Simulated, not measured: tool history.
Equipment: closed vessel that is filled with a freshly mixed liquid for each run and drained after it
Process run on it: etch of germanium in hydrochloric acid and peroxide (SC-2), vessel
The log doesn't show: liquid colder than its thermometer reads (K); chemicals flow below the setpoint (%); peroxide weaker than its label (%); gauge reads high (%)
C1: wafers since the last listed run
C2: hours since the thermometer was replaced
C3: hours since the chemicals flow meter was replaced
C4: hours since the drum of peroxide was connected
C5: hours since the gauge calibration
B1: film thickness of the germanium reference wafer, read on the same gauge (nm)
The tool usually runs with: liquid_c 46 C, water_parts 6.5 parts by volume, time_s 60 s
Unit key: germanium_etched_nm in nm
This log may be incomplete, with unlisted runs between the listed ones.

run 1 day=0 | liquid_c=46 water_parts=6.5 time_s=60 | C1=0 C2=291.8 C3=1295.2 C4=194.3 C5=259.1 | B1=149.99 | germanium_etched_nm=182.1
run 2 day=1.704 | liquid_c=46 water_parts=6.5 time_s=60 | C1=3272 C2=332.7 C3=1336.1 C4=235.2 C5=300 | B1=150 | germanium_etched_nm=176.61
run 3 day=2.8 | liquid_c=46 water_parts=6.5 time_s=60 | C1=2104 C2=359 C3=1362.4 C4=261.5 C5=326.3 | B1=150 | germanium_etched_nm=180.45
run 4 day=5.188 | liquid_c=46 water_parts=6.5 time_s=80 | C1=4584 C2=416.3 C3=1419.7 C4=318.8 C5=383.6 | B1=150 | germanium_etched_nm=236.59
run 5 day=7.062 | liquid_c=46 water_parts=6.5 time_s=80 | C1=3600 C2=461.3 C3=1464.7 C4=363.8 C5=428.6 | B1=149.99 | germanium_etched_nm=234.74
run 6 day=9.075 | liquid_c=46 water_parts=6.5 time_s=60 | C1=3864 C2=509.6 C3=1513 C4=412.1 C5=476.9 | B1=150 | germanium_etched_nm=175.04
-- day=11.742 thermometer replaced
run 7 day=14.908 | liquid_c=46 water_parts=6.5 time_s=60 | C1=11121 C2=76 C3=1653 C4=552.1 C5=616.9 | B1=150.02 | germanium_etched_nm=184.99
run 8 day=15.954 | liquid_c=46 water_parts=6.5 time_s=70 | C1=2008 C2=101.1 C3=1678.1 C4=577.2 C5=642 | B1=149.99 | germanium_etched_nm=216.63
-- day=16.796 chemicals flow meter replaced
run 9 day=17.212 | liquid_c=46 water_parts=6.5 time_s=60 | C1=2336 C2=131.3 C3=10 C4=607.4 C5=672.2 | B1=150 | germanium_etched_nm=186.1
run 10 day=18.862 | liquid_c=46 water_parts=6.5 time_s=60 | C1=3168 C2=170.9 C3=49.6 C4=647 C5=711.8 | B1=150.02 | germanium_etched_nm=185.39
run 11 day=21.062 | liquid_c=46 water_parts=6.5 time_s=60 | C1=4224 C2=223.7 C3=102.4 C4=699.8 C5=764.6 | B1=149.98 | germanium_etched_nm=183.98
run 12 day=23.233 | liquid_c=53.5 water_parts=5.5 time_s=60 | C1=4168 C2=275.8 C3=154.5 C4=751.9 C5=816.7 | B1=149.99 | germanium_etched_nm=230.8
-- day=23.858 new drum of peroxide connected
run 13 day=25.025 | liquid_c=46 water_parts=5.5 time_s=35 | C1=3360 C2=318.8 C3=197.5 C4=28 C5=859.7 | B1=149.98 | germanium_etched_nm=106.24
-- day=25.871 gauge calibrated
run 14 day=26.4 | liquid_c=46 water_parts=6.5 time_s=60 | C1=2640 C2=351.8 C3=230.5 C4=61 C5=12.7 | B1=150.01 | germanium_etched_nm=180.7
run 15 day=27.588 | liquid_c=46 water_parts=4.5 time_s=60 | C1=2280 C2=380.3 C3=259 C4=89.5 C5=41.2 | B1=150.02 | germanium_etched_nm=182.81
-- day=33.488 thermometer replaced
run 16 day=34.683 | liquid_c=46 water_parts=8.5 time_s=35 | C1=13545 C2=28.7 C3=429.3 C4=259.8 C5=211.5 | B1=150.02 | germanium_etched_nm=107.84

What will run 17 give?
run 17 day=40.038 | liquid_c=55 water_parts=4 time_s=85 | C1=10281 C2=157.2 C3=557.8 C4=388.3 C5=340 | B1=? | germanium_etched_nm=?

B1: 150.03
germanium_etched_nm: 358.62 nm
Take away the tool's hidden state, keep the run-to-run variation as it was, and the same run would have given germanium_etched_nm 369.14 nm.
